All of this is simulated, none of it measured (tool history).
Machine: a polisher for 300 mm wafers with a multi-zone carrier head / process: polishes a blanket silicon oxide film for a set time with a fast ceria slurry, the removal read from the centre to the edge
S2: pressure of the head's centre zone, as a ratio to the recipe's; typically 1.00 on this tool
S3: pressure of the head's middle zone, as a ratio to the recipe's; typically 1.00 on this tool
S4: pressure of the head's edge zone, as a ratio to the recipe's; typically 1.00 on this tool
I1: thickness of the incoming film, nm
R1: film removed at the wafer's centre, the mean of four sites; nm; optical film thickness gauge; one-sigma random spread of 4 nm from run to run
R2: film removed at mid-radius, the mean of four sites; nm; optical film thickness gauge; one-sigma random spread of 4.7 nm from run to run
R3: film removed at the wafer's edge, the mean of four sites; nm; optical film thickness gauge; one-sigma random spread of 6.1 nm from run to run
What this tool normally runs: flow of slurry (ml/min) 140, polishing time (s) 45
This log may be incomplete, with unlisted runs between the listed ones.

{"run": 1, "day": 0.0, "flow of slurry (ml/min)": 140, "S2": 1.1, "S3": 1.0, "S4": 1.0, "polishing time (s)": 45, "I1": 1560.2, "R1": 565.4, "R2": 506.3, "R3": 512.3}
{"run": 2, "day": 0.692, "flow of slurry (ml/min)": 140, "S2": 1.1, "S3": 1.0, "S4": 1.0, "polishing time (s)": 45, "I1": 1555.6, "R1": 564.3, "R2": 510.4, "R3": 505.6}
{"run": 3, "day": 1.975, "flow of slurry (ml/min)": 140, "S2": 1.1, "S3": 1.0, "S4": 1.0, "polishing time (s)": 45, "I1": 1580.4, "R1": 563.2, "R2": 495.4, "R3": 501.0}
{"run": 4, "day": 2.246, "flow of slurry (ml/min)": 140, "S2": 1.0, "S3": 1.0, "S4": 1.0, "polishing time (s)": 45, "I1": 1575.1, "R1": 502.3, "R2": 504.5, "R3": 501.2}
{"day": 2.658, "done": "worn pad replaced by a new one"}
{"run": 5, "day": 2.679, "flow of slurry (ml/min)": 140, "S2": 1.04, "S3": 1.0, "S4": 1.0, "polishing time (s)": 45, "I1": 1566.9, "R1": 519.1, "R2": 492.3, "R3": 503.7}
{"run": 6, "day": 2.833, "flow of slurry (ml/min)": 140, "S2": 1.04, "S3": 1.0, "S4": 1.0, "polishing time (s)": 45, "I1": 1553.6, "R1": 527.8, "R2": 501.9, "R3": 503.3}
{"day": 3.3, "done": "carrier head's membrane replaced by a new one"}
{"run": 7, "day": 3.433, "flow of slurry (ml/min)": 140, "S2": 1.0, "S3": 1.0, "S4": 1.0, "polishing time (s)": 57, "I1": 1566.6, "R1": 629.4, "R2": 624.9, "R3": 642.2}
{"day": 3.962, "done": "edge zone pressure recalibrated"}
{"run": 8, "day": 4.062, "flow of slurry (ml/min)": 140, "S2": 1.0, "S3": 1.0, "S4": 1.0, "polishing time (s)": 57, "I1": 1559.9, "R1": 638.9, "R2": 627.1, "R3": 632.4}
{"run": 9, "day": 4.421, "flow of slurry (ml/min)": 140, "S2": 1.0, "S3": 1.0, "S4": 1.0, "polishing time (s)": 45, "I1": 1548.9, "R1": 488.8, "R2": 492.2, "R3": 504.9}
{"day": 4.671, "done": "centre zone pressure recalibrated"}
{"day": 4.829, "done": "slurry nozzle cleaned"}
{"run": 10, "day": 5.071, "flow of slurry (ml/min)": 140, "S2": 1.0, "S3": 1.0, "S4": 1.0, "polishing time (s)": 45, "I1": 1598.9, "R1": 535.0, "R2": 526.9, "R3": 521.7}
{"run": 11, "day": 5.683, "flow of slurry (ml/min)": 140, "S2": 1.0, "S3": 1.05, "S4": 1.0, "polishing time (s)": 58, "I1": 1571.6, "R1": 686.2, "R2": 708.8, "R3": 672.0}
{"run": 12, "day": 6.225, "flow of slurry (ml/min)": 140, "S2": 1.04, "S3": 1.0, "S4": 1.0, "polishing time (s)": 36, "I1": 1553.9, "R1": 445.2, "R2": 418.3, "R3": 410.3}
{"run": 13, "day": 6.588, "flow of slurry (ml/min)": 140, "S2": 1.0, "S3": 1.03, "S4": 1.0, "polishing time (s)": 45, "I1": 1598.0, "R1": 532.1, "R2": 535.4, "R3": 523.7}
{"day": 7.121, "done": "worn pad replaced by a new one"}
{"run": 14, "day": 7.662, "flow of slurry (ml/min)": 90, "S2": 1.0, "S3": 1.0, "S4": 1.06, "polishing time (s)": 45, "I1": 1566.3, "R1": 452.4, "R2": 444.5, "R3": 483.1}
{"run": 15, "day": 8.192, "flow of slurry (ml/min)": 140, "S2": 1.1, "S3": 1.0, "S4": 0.96, "polishing time (s)": 45, "I1": 1568.1, "R1": 578.4, "R2": 511.6, "R3": 511.4}
{"run": 16, "day": 8.483, "flow of slurry (ml/min)": 160, "S2": 1.08, "S3": 1.0, "S4": 1.0, "polishing time (s)": 45, "I1": 1550.6, "R1": 597.4, "R2": 540.9, "R3": 522.9}
{"run": 17, "day": 8.792, "flow of slurry (ml/min)": 140, "S2": 1.0, "S3": 1.0, "S4": 1.0, "polishing time (s)": 45, "I1": 1561.3, "R1": 521.7, "R2": 511.4, "R3": 511.1}

Exercise: give the hidden state of the tool at every run:
removal rate lost through wear of the pad, %: 0 in every run
deviation of the centre zone's pressure from its setpoint, %: 0 in every run
deviation of the edge zone's pressure from its setpoint, %: 0 in every run
H1: slurry flow missing at the pad, %
run=1 H1=15.4
run=2 H1=16.8
run=3 H1=19.4
run=4 H1=19.9
run=5 H1=20.8
run=6 H1=21.1
run=7 H1=22.3
run=8 H1=23.5
run=9 H1=24.2
run=10 H1=1.43
run=11 H1=2.66
run=12 H1=3.74
run=13 H1=4.46
run=14 H1=6.6
run=15 H1=7.66
run=16 H1=8.24
run=17 H1=8.85

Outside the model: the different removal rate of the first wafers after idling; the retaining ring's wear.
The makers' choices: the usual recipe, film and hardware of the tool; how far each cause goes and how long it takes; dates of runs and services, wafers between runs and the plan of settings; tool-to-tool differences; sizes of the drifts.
